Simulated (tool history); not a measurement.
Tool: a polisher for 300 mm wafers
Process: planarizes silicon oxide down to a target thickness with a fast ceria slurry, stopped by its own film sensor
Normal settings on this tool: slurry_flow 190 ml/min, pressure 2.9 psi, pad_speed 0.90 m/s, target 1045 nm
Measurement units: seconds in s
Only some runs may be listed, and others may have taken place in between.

run   hour  slurry_flow  pressure  pad_speed  target  wafers since the last listed run  wafers polished on this pad  hours since the slurry nozzle was cleaned  hours since the head pressure was calibrated  incoming thickness of the incoming film, nm  seconds
  1    0.0          190       2.9       0.90    1045                                 0                          466                                       83.4                                         874.4                                       2116.2     68.2
  2   14.8          190       2.9       0.90    1045                               118                          585                                       98.2                                         889.2                                       2079.5     69.2
  3   27.0          190       2.9       0.90    1045                                97                          682                                      110.4                                         901.4                                       2112.9     69.3
  4   38.2          190       2.9       0.90    1045                                89                          772                                      121.6                                         912.6                                       2120.3     71.3
  5   45.6          190       2.9       0.90    1045                                59                          832                                      129.0                                         920.0                                       2074.6     69.8
      64.5  -- worn pad replaced by a new one
  6   65.0          190       2.9       0.90    1045                               123                            3                                      148.4                                         939.4                                       2109.9     63.1
  7   72.2          190       2.9       0.90    1045                                57                           61                                      155.6                                         946.6                                       2100.1     66.5
  8  119.3          190       2.9       0.90    1045                               378                          439                                      202.7                                         993.7                                       2110.0     70.8
  9  127.7          190       2.9       0.90    1045                                67                          507                                      211.1                                        1002.1                                       2077.7     66.3
 10  143.0          190       2.9       0.90    1045                               122                          629                                      226.4                                        1017.4                                       2081.7     66.2
 11  170.3          190       2.9       0.90    1045                               219                          849                                      253.7                                        1044.7                                       2089.2     69.0
     191.9  -- worn pad replaced by a new one
 12  200.0          190       2.9       0.90    1045                               206                           65                                      283.4                                        1074.4                                       2111.7     61.8
 13  212.6          190       2.9       0.90    1045                               101                          166                                      296.0                                        1087.0                                       2102.8     65.5
 14  223.6          145       2.9       0.76    1045                                88                          254                                      307.0                                        1098.0                                       2079.5     74.8
 15  231.7          145       2.9       0.76    1045                                65                          319                                      315.1                                        1106.1                                       2122.9     79.4
 16  244.4          190       2.3       1.02    1298                               101                          421                                      327.8                                        1118.8                                       2087.6     55.0
 17  257.6          190       1.9       1.20    1045                               105                          527                                      341.0                                        1132.0                                       2103.8     72.5
     264.0  -- head pressure recalibrated
     290.6  -- slurry nozzle cleaned
     291.3  -- worn pad replaced by a new one
 18  302.0          190       2.9       0.90     761                               326                           86                                       11.4                                          38.0                                       2091.2     75.9
 19  316.8          215       3.2       0.72     771                               118                          204                                       26.2                                          52.8                                       2129.0     89.0
 20  326.5          190       2.9       1.16    1250                                77                          282                                       35.9                                          62.5                                       2106.1     42.5
 21  338.7          190       2.9       0.66    1045                                97                          380                                       48.1                                          74.7                                       2112.5     85.5
 22  349.2          130       2.1       0.80    1045                                84                          464                                       58.6                                          85.2                                       2138.5    102.5
 23  359.6          190       2.9       0.68     935                                83                          548                                       69.0                                          95.6                                       2119.0     95.9
 24  367.7          190       2.9       0.64    1045                                65                          613                                       77.1                                         103.7                                       2136.3     93.2
 25  383.8          190       3.7       0.90    1045                               129                          742                                       93.2                                         119.8                                       2079.2     57.4
 26  399.4          190       2.9       0.90    1045                               125                          867                                      108.8                                         135.4                                       2112.7     70.8
 27  412.7          165       2.9       0.90    1185                               106                          974                                      122.1                                         148.7                                       2100.3     62.4
     420.4  -- worn pad replaced by a new one
 28  422.8          170       1.9       1.12    1364                                48                           19                                      132.2                                         158.8                                       2094.7     50.5
 29  460.5          190       2.9       0.90    1045                               302                          321                                      169.9                                         196.5                                       2067.7     64.3
 30  471.8          190       2.9       1.16    1250                                90                          412                                      181.2                                         207.8                                       2111.4     44.0

What if the next run were any one of these 3? Each begins from the tool's condition after run 30:
  A  472.2          190       2.9       0.90    1045                                 3                          415                                      181.6                                         208.2                                       2087.6        ?
  B  472.2          190       2.1       0.90    1045                                 3                          415                                      181.6                                         208.2                                       2087.6        ?
  C  472.2          150       3.8       0.90    1045                                 3                          415                                      181.6                                         208.2                                       2087.6        ?

run  seconds
  A     67.3
  B     87.6
  C     54.8
Without the tool's unlogged condition, the same runs would have read:
run  seconds
  A     62.6
  B     81.4
  C     51.0
